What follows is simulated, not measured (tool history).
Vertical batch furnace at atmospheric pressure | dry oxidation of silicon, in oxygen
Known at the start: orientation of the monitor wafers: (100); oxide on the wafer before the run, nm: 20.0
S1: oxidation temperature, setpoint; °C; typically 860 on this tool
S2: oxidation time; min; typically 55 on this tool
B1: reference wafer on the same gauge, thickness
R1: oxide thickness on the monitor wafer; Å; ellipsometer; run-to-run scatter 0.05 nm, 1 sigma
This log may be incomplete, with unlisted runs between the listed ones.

| run | hour | S1 | S2 | B1 | R1 |
|---|---|---|---|---|---|
| 1 | 0 | 860 | 55 | 25.1 | 241.4 |
| 2 | 37.5 | 860 | 55 | 25.1 | 240 |
| 3 | 132.4 | 860 | 55 | 25.08 | 241.1 |
| 4 | 167.1 | 860 | 73 | 25.1 | 256 |
| 5 | 194.2 | 860 | 55 | 25.09 | 240 |
| 6 | 243.4 | 875 | 40.5 | 25.09 | 238.3 |
| 7 | 290.7 | 869 | 55 | 25.09 | 248.6 |
| 8 | 362.7 | 869 | 55 | 25.12 | 247.7 |
| 9 | 415.3 | 860 | 55 | 25.09 | 241.1 |
| 10 | 450.3 | 860 | 55 | 25.11 | 240.8 |
| 11 | 482.6 | 848 | 68.5 | 25.08 | 240.8 |
| 12 | 592.3 | 860 | 55 | 25.12 | 240.2 |
| 13 | 639.5 | 860 | 55 | 25.11 | 239.5 |
| 14 | 668.7 | 860 | 55 | 25.1 | 240.5 |
|  | 732.3 | gauge calibrated |
| 15 | 736.6 | 860 | 55 | 25.11 | 239.9 |
| 16 | 773.5 | 860 | 38 | 25.1 | 225.5 |
| 17 | 823.3 | 876 | 70.5 | 25.12 | 270.1 |
| 18 | 862.7 | 860 | 55 | 25.08 | 239.6 |
|  | 935.2 | boat lift adjusted |
| 19 | 935.7 | 860 | 55 | 25.12 | 243.5 |
|  | 981.5 | thermocouples replaced and temperature profile calibrated |
| 20 | 982 | 860 | 55 | 25.09 | 242.6 |
| 21 | 1009.1 | 850 | 79.5 | 25.1 | 253.3 |
| 22 | 1048.8 | 882 | 35 | 25.07 | 238.6 |
| 23 | 1090 | 860 | 78 | 25.1 | 262 |
| 24 | 1145.4 | 883 | 55 | 25.1 | 264.1 |
| 25 | 1203.6 | 860 | 55 | 25.1 | 241 |
| 26 | 1251 | 860 | 64 | 25.11 | 250.1 |
| 27 | 1298.9 | 860 | 55 | 25.1 | 242.9 |
| 28 | 1351.4 | 872 | 72.5 | 25.12 | 269.8 |
| 29 | 1409.5 | 839 | 31 | 25.11 | 211.9 |

Here are 4 independent what-if runs from the current tool condition. What would each one return?
| A | 1413.3 | 860 | 55 | ? | ? |
| B | 1413.3 | 860 | 39.5 | ? | ? |
| C | 1413.3 | 878 | 32.5 | ? | ? |
| D | 1413.3 | 846 | 74 | ? | ? |

| run | B1 | R1 |
|---|---|---|
| A | 25.1 | 240.6 |
| B | 25.1 | 227.1 |
| C | 25.1 | 230.7 |
| D | 25.1 | 243.4 |
Without the tool's hidden state the same runs would have given:
| run | R1 |
|---|---|
| A | 242.7 |
| B | 228.7 |
| C | 232.4 |
| D | 245.8 |
